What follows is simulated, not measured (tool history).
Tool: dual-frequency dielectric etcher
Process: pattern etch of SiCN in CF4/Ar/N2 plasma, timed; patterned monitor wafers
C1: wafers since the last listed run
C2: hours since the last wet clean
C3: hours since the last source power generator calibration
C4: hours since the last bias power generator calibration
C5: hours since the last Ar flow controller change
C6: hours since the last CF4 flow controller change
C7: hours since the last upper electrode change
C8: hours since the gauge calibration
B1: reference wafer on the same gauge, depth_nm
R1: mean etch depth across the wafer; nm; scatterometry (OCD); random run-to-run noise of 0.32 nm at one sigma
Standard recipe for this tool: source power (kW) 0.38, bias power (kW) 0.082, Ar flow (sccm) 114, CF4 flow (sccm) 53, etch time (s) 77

{"run": 1, "hour": 0.0, "source power (kW)": 0.38, "bias power (kW)": 0.082, "Ar flow (sccm)": 114, "CF4 flow (sccm)": 53, "etch time (s)": 77, "C1": 0, "C2": 172.2, "C3": 5300.9, "C4": 3172.8, "C5": 4835.1, "C6": 3741.9, "C7": 4410.2, "C8": 246.5, "B1": 53.8, "R1": 51.4}
{"run": 2, "hour": 28.7, "source power (kW)": 0.38, "bias power (kW)": 0.082, "Ar flow (sccm)": 114, "CF4 flow (sccm)": 53, "etch time (s)": 77, "C1": 203, "C2": 200.9, "C3": 5329.6, "C4": 3201.5, "C5": 4863.8, "C6": 3770.6, "C7": 4438.9, "C8": 275.2, "B1": 53.6, "R1": 51.5}
{"run": 3, "hour": 62.5, "source power (kW)": 0.38, "bias power (kW)": 0.082, "Ar flow (sccm)": 114, "CF4 flow (sccm)": 53, "etch time (s)": 77, "C1": 239, "C2": 234.7, "C3": 5363.4, "C4": 3235.3, "C5": 4897.6, "C6": 3804.4, "C7": 4472.7, "C8": 309, "B1": 53.7, "R1": 51.4}
{"run": 4, "hour": 87.2, "source power (kW)": 0.38, "bias power (kW)": 0.082, "Ar flow (sccm)": 114, "CF4 flow (sccm)": 53, "etch time (s)": 77, "C1": 175, "C2": 259.4, "C3": 5388.1, "C4": 3260, "C5": 4922.3, "C6": 3829.1, "C7": 4497.4, "C8": 333.7, "B1": 53.6, "R1": 52.2}
{"run": 5, "hour": 122.7, "source power (kW)": 0.38, "bias power (kW)": 0.082, "Ar flow (sccm)": 114, "CF4 flow (sccm)": 53, "etch time (s)": 77, "C1": 252, "C2": 294.9, "C3": 5423.6, "C4": 3295.5, "C5": 4957.8, "C6": 3864.6, "C7": 4532.9, "C8": 369.2, "B1": 53.7, "R1": 52}
{"hour": 191.0, "done": "bias power generator calibrated"}
{"hour": 212.1, "done": "CF4 flow controller replaced"}
{"run": 6, "hour": 212.6, "source power (kW)": 0.38, "bias power (kW)": 0.082, "Ar flow (sccm)": 114, "CF4 flow (sccm)": 53, "etch time (s)": 77, "C1": 567, "C2": 384.8, "C3": 5513.5, "C4": 21.6, "C5": 5047.7, "C6": 0.5, "C7": 4622.8, "C8": 459.1, "B1": 53.7, "R1": 52.8}
{"hour": 218.3, "done": "source power generator calibrated"}
{"run": 7, "hour": 226.7, "source power (kW)": 0.38, "bias power (kW)": 0.082, "Ar flow (sccm)": 114, "CF4 flow (sccm)": 53, "etch time (s)": 77, "C1": 71, "C2": 398.9, "C3": 8.4, "C4": 35.7, "C5": 5061.8, "C6": 14.6, "C7": 4636.9, "C8": 473.2, "B1": 53.8, "R1": 52.5}
{"run": 8, "hour": 243.0, "source power (kW)": 0.36, "bias power (kW)": 0.082, "Ar flow (sccm)": 114, "CF4 flow (sccm)": 53, "etch time (s)": 77, "C1": 115, "C2": 415.2, "C3": 24.7, "C4": 52, "C5": 5078.1, "C6": 30.9, "C7": 4653.2, "C8": 489.5, "B1": 53.6, "R1": 50.7}
{"run": 9, "hour": 256.7, "source power (kW)": 0.38, "bias power (kW)": 0.082, "Ar flow (sccm)": 114, "CF4 flow (sccm)": 53, "etch time (s)": 77, "C1": 97, "C2": 428.9, "C3": 38.4, "C4": 65.7, "C5": 5091.8, "C6": 44.6, "C7": 4666.9, "C8": 503.2, "B1": 53.6, "R1": 52.1}
{"hour": 291.2, "done": "wet clean of the chamber"}
{"run": 10, "hour": 311.8, "source power (kW)": 0.38, "bias power (kW)": 0.082, "Ar flow (sccm)": 136, "CF4 flow (sccm)": 53, "etch time (s)": 77, "C1": 220, "C2": 20.6, "C3": 93.5, "C4": 120.8, "C5": 5146.9, "C6": 99.7, "C7": 4722, "C8": 558.3, "B1": 53.7, "R1": 48.8}
{"run": 11, "hour": 333.4, "source power (kW)": 0.32, "bias power (kW)": 0.082, "Ar flow (sccm)": 114, "CF4 flow (sccm)": 53, "etch time (s)": 77, "C1": 153, "C2": 42.2, "C3": 115.1, "C4": 142.4, "C5": 5168.5, "C6": 121.3, "C7": 4743.6, "C8": 579.9, "B1": 53.6, "R1": 45.9}

What does the tool deliver on the next run?
{"hour": 359.3, "done": "Ar flow controller replaced"}
{"hour": 369.0, "done": "upper electrode replaced, of another model than before"}
{"run": 12, "hour": 369.5, "source power (kW)": 0.38, "bias power (kW)": 0.069, "Ar flow (sccm)": 114, "CF4 flow (sccm)": 53, "etch time (s)": 77, "C1": 144, "C2": 78.3, "C3": 151.2, "C4": 178.5, "C5": 10.2, "C6": 157.4, "C7": 0.5, "C8": 616, "B1": "?", "R1": "?"}

Run 12 yielded B1 53.6, R1 46.2 nm.
If the tool had no hidden condition, the same run with the same run-to-run variation would have returned R1 46 nm.

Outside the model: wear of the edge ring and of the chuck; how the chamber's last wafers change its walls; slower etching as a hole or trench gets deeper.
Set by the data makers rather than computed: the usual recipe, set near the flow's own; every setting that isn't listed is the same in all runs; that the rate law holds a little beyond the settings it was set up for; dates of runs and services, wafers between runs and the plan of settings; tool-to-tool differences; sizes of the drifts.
